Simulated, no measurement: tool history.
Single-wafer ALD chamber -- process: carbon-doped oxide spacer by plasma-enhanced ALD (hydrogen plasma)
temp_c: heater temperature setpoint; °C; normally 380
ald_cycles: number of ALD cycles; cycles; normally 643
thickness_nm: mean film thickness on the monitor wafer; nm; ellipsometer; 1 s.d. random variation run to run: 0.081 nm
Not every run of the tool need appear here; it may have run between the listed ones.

run	hour	temp_c	ald_cycles	read-back reference wafer on the same gauge, thickness_nm	thickness_nm
1	0	385	643	28.59	31.77
2	37.8	385	643	28.541	31.73
3	127.5	368	643	28.489	31.856
4	175.6	380	600	28.469	29.781
5	265.4	380	643	28.425	31.756
6	358.1	380	643	28.41	31.748
7	419.7	380	643	28.394	31.689
# hour 482.8: thermocouple changed; heater temperature recalibrated
8	483.3	380	643	28.395	31.619
9	561.9	374	643	28.369	31.751
# hour 574.9: gauge calibrated
10	637.9	377	574	28.91	28.859
11	737.8	375	544	28.767	27.082
12	775.3	387	643	28.727	32.087
13	835.5	372	694	28.671	34.454
14	917.5	380	541	28.618	26.984
15	992.4	368	643	28.59	32.009
16	1047.9	390	716	28.559	35.579
17	1108.1	380	643	28.566	32.013
18	1199.3	387	552	28.545	27.398
19	1285.9	371	553	28.53	27.445
20	1380.8	390	716	28.524	35.416

State the hidden condition of the tool at each of the runs:
wafer temperature above the value expected at the setpoint (K): 0 in every run
H1: gauge reads high (%)
run	H1
1	-1.45
2	-1.57
3	-1.77
4	-1.85
5	-1.97
6	-2.06
7	-2.1
8	-2.13
9	-2.16
10	-0.333
11	-0.798
12	-0.929
13	-1.1
14	-1.28
15	-1.39
16	-1.46
17	-1.52
18	-1.58
19	-1.62
20	-1.65
